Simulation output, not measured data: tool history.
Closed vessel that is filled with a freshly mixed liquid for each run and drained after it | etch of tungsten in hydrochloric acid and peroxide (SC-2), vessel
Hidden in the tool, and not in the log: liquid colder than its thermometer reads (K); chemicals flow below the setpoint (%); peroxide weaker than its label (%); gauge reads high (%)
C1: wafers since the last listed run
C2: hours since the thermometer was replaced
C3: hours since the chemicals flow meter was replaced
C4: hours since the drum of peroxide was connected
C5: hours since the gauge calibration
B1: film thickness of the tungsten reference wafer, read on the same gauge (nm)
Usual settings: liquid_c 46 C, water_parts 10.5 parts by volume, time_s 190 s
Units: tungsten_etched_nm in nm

Run 1, day 0: usual settings; C1 0; C2 2075.5; C3 280.7; C4 164; C5 174.2; B1 69.97. Result: tungsten_etched_nm 17.13 nm.
Run 2, day 1.462: usual settings; C1 3943; C2 2110.6; C3 315.8; C4 199.1; C5 209.3; B1 70.03. Result: tungsten_etched_nm 17.25 nm.
Run 3, day 3.958: usual settings; C1 6729; C2 2170.5; C3 375.7; C4 259; C5 269.2; B1 69.98. Result: tungsten_etched_nm 17.19 nm.
At day 4.975: new drum of peroxide connected.
Run 4, day 6.779: usual settings; C1 7493; C2 2238.2; C3 443.4; C4 43.3; C5 336.9; B1 70.03. Result: tungsten_etched_nm 17.08 nm.
Run 5, day 8.412: usual settings but water_parts 12 parts by volume; C1 4404; C2 2277.4; C3 482.6; C4 82.5; C5 376.1; B1 69.97. Result: tungsten_etched_nm 15.1 nm.
Run 6, day 9.662: usual settings but water_parts 12 parts by volume; C1 3370; C2 2307.4; C3 512.6; C4 112.5; C5 406.1; B1 69.98. Result: tungsten_etched_nm 15.21 nm.
Run 7, day 11.421: usual settings but water_parts 12 parts by volume; C1 4741; C2 2349.6; C3 554.8; C4 154.7; C5 448.3; B1 69.99. Result: tungsten_etched_nm 15.12 nm.
At day 12.004: thermometer replaced.
Run 8, day 14.367: usual settings but water_parts 7.5 parts by volume, time_s 250 s; C1 7830; C2 56.7; C3 625.5; C4 225.4; C5 519; B1 70.03. Result: tungsten_etched_nm 29.95 nm.
Run 9, day 16.158: usual settings but liquid_c 51 C; C1 4830; C2 99.7; C3 668.5; C4 268.4; C5 562; B1 70.04. Result: tungsten_etched_nm 23.84 nm.
Run 10, day 17.188: usual settings; C1 2774; C2 124.4; C3 693.2; C4 293.1; C5 586.7; B1 70.05. Result: tungsten_etched_nm 16.88 nm.
At day 17.35: new drum of peroxide connected.
Run 11, day 20.362: usual settings; C1 8448; C2 200.6; C3 769.4; C4 72.3; C5 662.9; B1 70.02. Result: tungsten_etched_nm 17.35 nm.
Run 12, day 21.396: usual settings but water_parts 6.5 parts by volume, time_s 160 s; C1 2786; C2 225.4; C3 794.2; C4 97.1; C5 687.7; B1 69.95. Result: tungsten_etched_nm 21.3 nm.
Run 13, day 23.546: usual settings but liquid_c 54.5 C; C1 5797; C2 277; C3 845.8; C4 148.7; C5 739.3; B1 70.03. Result: tungsten_etched_nm 30.1 nm.
At day 29.979: chemicals flow meter replaced.
At day 30.725: new drum of peroxide connected.
At day 30.767: gauge calibrated.
Run 14, day 31.083: usual settings but liquid_c 56 C, water_parts 7.5 parts by volume, time_s 225 s; C1 20098; C2 457.9; C3 26.5; C4 8.6; C5 7.6; B1 70.01. Result: tungsten_etched_nm 51.75 nm.
Run 15, day 33.688: usual settings but liquid_c 43 C, water_parts 8.5 parts by volume, time_s 150 s; C1 7021; C2 520.4; C3 89; C4 71.1; C5 70.1; B1 70.01. Result: tungsten_etched_nm 13.17 nm.
Run 16, day 36.288: usual settings but liquid_c 55.5 C, time_s 230 s; C1 7010; C2 582.8; C3 151.4; C4 133.5; C5 132.5; B1 70.02. Result: tungsten_etched_nm 38.53 nm.
Run 17, day 38.825: usual settings but liquid_c 40 C, time_s 255 s; C1 6841; C2 643.7; C3 212.3; C4 194.4; C5 193.4; B1 70.02. Result: tungsten_etched_nm 14.99 nm.

What the log doesn't show, run by run:
liquid colder than its thermometer reads (K): 0 in every run
chemicals flow below the setpoint (%): 0 in every run
peroxide weaker than its label (%): 0 in every run
gauge reads high (%): 0 in every run

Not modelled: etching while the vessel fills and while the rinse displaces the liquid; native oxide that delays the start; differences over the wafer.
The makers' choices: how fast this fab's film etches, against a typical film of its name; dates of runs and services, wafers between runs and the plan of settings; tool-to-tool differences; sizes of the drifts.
